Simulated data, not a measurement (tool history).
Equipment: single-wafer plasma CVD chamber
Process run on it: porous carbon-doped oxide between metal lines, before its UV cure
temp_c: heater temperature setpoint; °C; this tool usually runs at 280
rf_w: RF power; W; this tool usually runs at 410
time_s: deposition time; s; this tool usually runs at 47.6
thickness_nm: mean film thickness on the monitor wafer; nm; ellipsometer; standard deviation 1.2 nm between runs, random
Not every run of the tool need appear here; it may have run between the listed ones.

run    hour  temp_c  rf_w  time_s  read-back reference wafer on the same gauge, thickness_nm  thickness_nm
  1     0.0     280   410    47.6                                                    284.364       251.112
       49.3  -- gauge calibrated
  2   239.6     280   410    47.6                                                    284.167       247.039
  3   299.4     280   410    47.6                                                    284.684       247.675
  4   375.9     280   410    43.9                                                    283.433       227.058
  5   445.5     280   410    47.6                                                    283.228       242.732
  6   738.2     280   410    45.5                                                    283.590       224.282
  7   831.5     280   410    45.5                                                    283.549       221.270
      847.7  -- RF generator calibrated
  8   898.4     280   410    47.6                                                    284.212       248.210
  9   968.8     280   465    47.6                                                    283.710       275.806
     1117.4  -- gauge calibrated
 10  1151.5     280   410    47.6                                                    283.851       246.271
 11  1235.1     268   480    47.6                                                    283.574       302.631
     1276.0  -- thermocouple changed; heater temperature recalibrated
 12  1317.2     291   490    42.2                                                    284.704       247.689
 13  1400.0     291   490    42.2                                                    284.509       247.299
 14  1494.1     266   490    53.7                                                    284.385       351.955
     1551.3  -- showerhead replaced
 15  1551.8     280   410    47.6                                                    284.207       245.379
 16  1603.7     280   335    51.7                                                    283.437       212.888
 17  1692.2     280   410    47.6                                                    284.221       240.126
 18  1794.3     280   335    38.7                                                    283.678       156.232
 19  1844.9     266   330    54.4                                                    283.585       230.617
     1878.2  -- RF generator calibrated
 20  1946.0     267   490    51.8                                                    283.835       346.761

5 ways to go on from here, each from the tool as it stands after run 20. What would each give?
  A  1946.4     280   410    47.6                                                          ?             ?
  B  1946.4     280   455    51.8                                                          ?             ?
  C  1946.4     284   435    40.7                                                          ?             ?
  D  1946.4     269   385    47.6                                                          ?             ?
  E  1946.4     273   435    47.6                                                          ?             ?

run  read-back reference wafer on the same gauge, thickness_nm  thickness_nm
  A                                                    284.264       255.233
  B                                                    284.264       305.651
  C                                                    284.264       226.848
  D                                                    284.264       255.245
  E                                                    284.264       280.999
With no hidden state in the tool, these same runs would have given:
run  thickness_nm
  A       260.142
  B       311.469
  C       231.161
  D       260.368
  E       286.557
